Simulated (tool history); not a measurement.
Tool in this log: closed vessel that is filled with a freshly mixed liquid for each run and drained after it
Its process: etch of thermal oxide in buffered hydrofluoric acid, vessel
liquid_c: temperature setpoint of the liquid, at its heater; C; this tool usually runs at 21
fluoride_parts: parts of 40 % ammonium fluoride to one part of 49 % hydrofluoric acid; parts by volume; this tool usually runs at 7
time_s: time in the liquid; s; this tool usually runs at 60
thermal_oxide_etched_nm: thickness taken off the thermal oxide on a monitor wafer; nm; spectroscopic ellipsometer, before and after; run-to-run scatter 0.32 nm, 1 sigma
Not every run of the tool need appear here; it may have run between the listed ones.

run     day  liquid_c  fluoride_parts  time_s  read-back film thickness of the thermal oxide reference wafer, read on the same gauge (nm)  thermal_oxide_etched_nm
  1   0.000        21               8      60                                                                                       80.01                    70.85
  2   0.554        21               8      60                                                                                       80.03                    70.76
  3   1.392        21               8      60                                                                                       80.01                    70.58
  4   2.625        21               7      60                                                                                       80.05                    80.06
  5   3.721        21               7      60                                                                                       80.02                    81.34
  6   5.162        21               7      60                                                                                       80.04                    80.86
  7   5.733        21               7      60                                                                                       79.97                    81.51
  8   6.771        21               7      60                                                                                       80.00                    81.49
  9   8.221        21               7      60                                                                                       80.01                    81.75
      8.454  -- thermometer replaced
 10   8.975        21               7      60                                                                                       80.02                    81.94
      9.600  -- hydrofluoric acid flow meter replaced
 11   9.742        21               7      60                                                                                       80.00                    75.65
 12  10.588        21               7      60                                                                                       80.02                    75.42

Expected results for the next run?
 13  11.500        21               7      60                                                                                           ?                        ?

For run 13 the tool returned read-back film thickness of the thermal oxide reference wafer, read on the same gauge (nm) 80.02, thermal_oxide_etched_nm 75.67 nm.
Were there no unlogged condition in the tool, this run, its random variation unchanged, would have produced thermal_oxide_etched_nm 74.53 nm.

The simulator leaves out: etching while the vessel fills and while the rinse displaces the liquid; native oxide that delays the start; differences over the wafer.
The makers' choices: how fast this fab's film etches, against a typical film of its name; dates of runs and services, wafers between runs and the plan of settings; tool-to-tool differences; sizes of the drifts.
